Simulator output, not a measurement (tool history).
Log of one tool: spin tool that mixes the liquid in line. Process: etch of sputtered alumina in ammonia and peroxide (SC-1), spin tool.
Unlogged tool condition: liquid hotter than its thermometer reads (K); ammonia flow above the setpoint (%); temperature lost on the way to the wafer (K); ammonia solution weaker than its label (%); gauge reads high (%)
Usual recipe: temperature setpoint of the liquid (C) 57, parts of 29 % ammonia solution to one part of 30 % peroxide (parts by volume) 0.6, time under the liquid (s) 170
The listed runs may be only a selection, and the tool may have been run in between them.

run	hour	temperature setpoint of the liquid (C)	parts of 29 % ammonia solution to one part of 30 % peroxide (parts by volume)	time under the liquid (s)	wafers since the last listed run	hours since the thermometer was replaced	hours since the ammonia flow meter was replaced	hours since the heated supply line was repaired	hours since the drum of ammonia solution was connected	hours since the gauge calibration	read-back film thickness of the sputtered alumina reference wafer, read on the same gauge (nm)	thickness taken off the sputtered alumina on a monitor wafer (nm)
1	0	57	0.6	170	0	882.8	1265.4	392.3	659.8	355	49.94	7.89
2	31.4	57	0.6	170	288	914.2	1296.8	423.7	691.2	386.4	49.99	7.92
3	55.9	57	0.6	170	224	938.7	1321.3	448.2	715.7	410.9	50.05	7.93
4	74.3	57	0.6	170	168	957.1	1339.7	466.6	734.1	429.3	49.99	7.95
5	95	57	0.6	170	189	977.8	1360.4	487.3	754.8	450	50	7.94
6	190.1	61	0.6	195	872	1072.9	1455.5	582.4	849.9	545.1	50.01	11.29
7	218.5	57	0.6	170	260	1101.3	1483.9	610.8	878.3	573.5	49.94	7.98
# hour 224.2: new drum of ammonia solution connected
8	238.7	57	0.6	170	176	1121.5	1504.1	631	14.5	593.7	49.96	7.93
9	345.9	57	0.6	170	983	1228.7	1611.3	738.2	121.7	700.9	49.99	8.05
10	369.8	57	0.6	230	219	1252.6	1635.2	762.1	145.6	724.8	49.98	10.81
11	395.5	62	0.6	200	235	1278.3	1660.9	787.8	171.3	750.5	50.05	12.27
12	429.1	66	0.75	215	308	1311.9	1694.5	821.4	204.9	784.1	50.02	16.41
# hour 441.6: heated supply line repaired
# hour 455: thermometer replaced
# hour 455.7: ammonia flow meter replaced
13	460.9	57	0.6	170	266	5.9	5.2	19.3	236.7	815.9	49.99	7.65
14	476.4	48.5	0.7	80	142	21.4	20.7	34.8	252.2	831.4	50	2.3
# hour 481.8: gauge calibrated
15	502.8	57	0.6	85	242	47.8	47.1	61.2	278.6	21	49.97	3.82
16	538.1	57	0.6	200	323	83.1	82.4	96.5	313.9	56.3	49.98	8.9
17	551	65.5	0.4	145	118	96	95.3	109.4	326.8	69.2	50.01	9.71
18	584.1	57	0.7	170	303	129.1	128.4	142.5	359.9	102.3	50	7.75
19	603.1	57	0.6	170	174	148.1	147.4	161.5	378.9	121.3	49.95	7.6
20	629.4	57	0.5	230	241	174.4	173.7	187.8	405.2	147.6	49.96	10.01
21	650.6	57	0.6	170	194	195.6	194.9	209	426.4	168.8	49.98	7.67
22	668.2	60	0.9	75	161	213.2	212.5	226.6	444	186.4	50.05	4.09
23	681.6	57	0.6	170	122	226.6	225.9	240	457.4	199.8	49.99	7.64
24	712.6	57	0.6	265	284	257.6	256.9	271	488.4	230.8	50.02	11.88
25	725.7	57	0.6	170	120	270.7	270	284.1	501.5	243.9	49.97	7.64

Some steps in thickness taken off the sputtered alumina on a monitor wafer (nm) between neighbouring runs. How much of each would the tool show without its hidden state too (settings, what came in, random variation), and how much is left for the hidden state, with any gauge scatter that isn't in both results?
Run 11 -> 12: temperature setpoint of the liquid (C) 62 -> 66, parts of 29 % ammonia solution to one part of 30 % peroxide (parts by volume) 0.6 -> 0.75, time under the liquid (s) 200 -> 215. thickness taken off the sputtered alumina on a monitor wafer (nm) +4.14: hidden state +0.19, all else +3.95.
Run 12 -> 13: temperature setpoint of the liquid (C) 66 -> 57, parts of 29 % ammonia solution to one part of 30 % peroxide (parts by volume) 0.75 -> 0.6, time under the liquid (s) 215 -> 170, heated supply line repaired, thermometer replaced, ammonia flow meter replaced. thickness taken off the sputtered alumina on a monitor wafer (nm) -8.76: hidden state -0.75, all else -8.01.
Run 13 -> 14: temperature setpoint of the liquid (C) 57 -> 48.5, parts of 29 % ammonia solution to one part of 30 % peroxide (parts by volume) 0.6 -> 0.7, time under the liquid (s) 170 -> 80. thickness taken off the sputtered alumina on a monitor wafer (nm) -5.35: hidden state +0.01, all else -5.36.
